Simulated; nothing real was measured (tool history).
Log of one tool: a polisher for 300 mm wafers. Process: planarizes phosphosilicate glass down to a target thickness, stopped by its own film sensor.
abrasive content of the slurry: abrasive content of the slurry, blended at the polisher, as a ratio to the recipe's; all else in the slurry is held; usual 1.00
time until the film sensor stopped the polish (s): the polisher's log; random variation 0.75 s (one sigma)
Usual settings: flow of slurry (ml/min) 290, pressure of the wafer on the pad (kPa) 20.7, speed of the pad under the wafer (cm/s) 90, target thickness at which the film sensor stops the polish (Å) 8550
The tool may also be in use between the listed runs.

run     day  flow of slurry (ml/min)  pressure of the wafer on the pad (kPa)  speed of the pad under the wafer (cm/s)  abrasive content of the slurry  target thickness at which the film sensor stops the polish (Å)  wafers since the last listed run  wafers polished on this pad  hours since the slurry nozzle was cleaned  hours since the head pressure was calibrated  hours since the slurry blender was calibrated  hours since the conditioning disc was replaced  incoming thickness of the incoming film, nm  time until the film sensor stopped the polish (s)
  1   0.000                      290                                    20.7                                       90                            1.00                                                            8550                                 0                         1106                                      581.2                                         699.5                                            1.8                                           189.0                                       1340.5                                               49.9
  2   0.425                      290                                    20.7                                       90                            1.00                                                            8550                                62                         1168                                      591.4                                         709.7                                           12.0                                           199.2                                       1357.9                                               52.3
  3   1.000                      290                                    20.7                                       90                            1.00                                                            8550                                84                         1252                                      605.2                                         723.5                                           25.8                                           213.0                                       1352.7                                               52.0
      1.200  -- conditioning disc replaced and pad reconditioned
      1.254  -- worn pad replaced by a new one
  4   1.329                      290                                    20.7                                       90                            1.00                                                            8550                                28                           11                                      613.1                                         731.4                                           33.7                                             3.1                                       1336.8                                               49.9
  5   1.612                      290                                    20.7                                       90                            1.00                                                            7520                                41                           52                                      619.9                                         738.2                                           40.5                                             9.9                                       1339.9                                               60.9
  6   2.188                      290                                    20.7                                       90                            1.00                                                            7520                                84                          136                                      633.7                                         752.0                                           54.3                                            23.7                                       1332.2                                               59.8
  7   2.458                      290                                    20.7                                       90                            1.00                                                            8550                                39                          176                                      640.2                                         758.5                                           60.8                                            30.2                                       1347.9                                               51.3
  8   3.079                      290                                    20.7                                       90                            1.00                                                            8550                                90                          267                                      655.1                                         773.4                                           75.7                                            45.1                                       1343.7                                               50.0
  9   3.800                      290                                    20.7                                       90                            1.00                                                            8550                               105                          372                                      672.4                                         790.7                                           93.0                                            62.4                                       1337.4                                               50.4
 10   4.392                      290                                    20.7                                       90                            1.00                                                            8550                                86                          459                                      686.6                                         804.9                                          107.2                                            76.6                                       1335.6                                               49.6
 11   5.138                      290                                    20.7                                       90                            1.15                                                            8550                               109                          568                                      704.5                                         822.8                                          125.1                                            94.5                                       1357.0                                               48.7
 12   5.608                      290                                    20.7                                       90                            1.15                                                            8550                                68                          637                                      715.8                                         834.1                                          136.4                                           105.8                                       1340.9                                               46.4
 13   5.962                      290                                    24.8                                      106                            1.00                                                            7840                                51                          688                                      724.3                                         842.6                                          144.9                                           114.3                                       1330.8                                               41.9
      6.208  -- slurry nozzle cleaned
      6.333  -- head pressure recalibrated
 14   6.617                      195                                    20.7                                       90                            0.85                                                            8550                                77                          766                                        9.8                                           6.8                                          160.6                                           130.0                                       1344.9                                               64.6
 15   7.108                      290                                    20.7                                       90                            1.15                                                            8550                                71                          838                                       21.6                                          18.6                                          172.4                                           141.8                                       1333.4                                               51.8
 16   7.438                      290                                    18.6                                       90                            1.00                                                            7500                                48                          886                                       29.5                                          26.5                                          180.3                                           149.7                                       1335.3                                               72.9
      7.708  -- slurry blender recalibrated
 17   8.104                      290                                    20.7                                       90                            1.00                                                            8550                                85                          971                                       45.5                                          42.5                                            9.5                                           165.7                                       1354.8                                               57.2
      8.346  -- worn pad replaced by a new one
 18   8.683                      290                                    20.7                                       74                            1.00                                                            8550                                60                           49                                       59.4                                          56.4                                           23.4                                           179.6                                       1331.1                                               62.0
 19   9.375                      355                                    20.7                                       90                            1.00                                                            9560                               101                          150                                       76.0                                          73.0                                           40.0                                           196.2                                       1369.2                                               45.3
     10.088  -- conditioning disc replaced and pad reconditioned
 20  10.121                      290                                    20.7                                      102                            0.90                                                            8550                                96                          247                                       93.9                                          90.9                                           57.9                                             0.8                                       1327.8                                               51.4
 21  10.725                      290                                    18.6                                       76                            0.80                                                           10240                                88                          336                                      108.4                                         105.4                                           72.4                                            15.3                                       1341.3                                               50.0
 22  11.354                      290                                    14.5                                      114                            1.00                                                            7870                                92                          428                                      123.5                                         120.5                                           87.5                                            30.4                                       1331.0                                               73.1
 23  11.658                      290                                    20.7                                       90                            1.15                                                            8550                                44                          472                                      130.8                                         127.8                                           94.8                                            37.7                                       1340.6                                               49.6
 24  12.062                      290                                    20.7                                       90                            1.00                                                            8550                                59                          531                                      140.5                                         137.5                                          104.5                                            47.4                                       1322.2                                               51.7
 25  12.525                      290                                    20.7                                       90                            1.00                                                            8550                                67                          599                                      151.6                                         148.6                                          115.6                                            58.5                                       1360.5                                               54.7
 26  12.888                      290                                    20.7                                      118                            0.85                                                            8080                                53                          652                                      160.3                                         157.3                                          124.3                                            67.2                                       1336.2                                               54.4
 27  13.508                      335                                    20.7                                       90                            1.00                                                            9620                                90                          743                                      175.2                                         172.2                                          139.2                                            82.1                                       1326.9                                               39.3

3 ways to go on from here, each from the tool as it stands after run 27. What would each give?
  A  13.525                      290                                    20.7                                       80                            1.00                                                            8550                                 2                          745                                      175.6                                         172.6                                          139.6                                            82.5                                       1330.3                                                  ?
  B  13.525                      290                                    17.2                                       58                            1.00                                                            7240                                 2                          745                                      175.6                                         172.6                                          139.6                                            82.5                                       1330.3                                                  ?
  C  13.525                      360                                    20.7                                       62                            1.00                                                            9090                                 2                          745                                      175.6                                         172.6                                          139.6                                            82.5                                       1330.3                                                  ?

run  time until the film sensor stopped the polish (s)
  A                                               55.1
  B                                              103.8
  C                                               56.9
Without the tool's hidden state the same runs would have given:
run  time until the film sensor stopped the polish (s)
  A                                               58.3
  B                                              109.7
  C                                               60.1
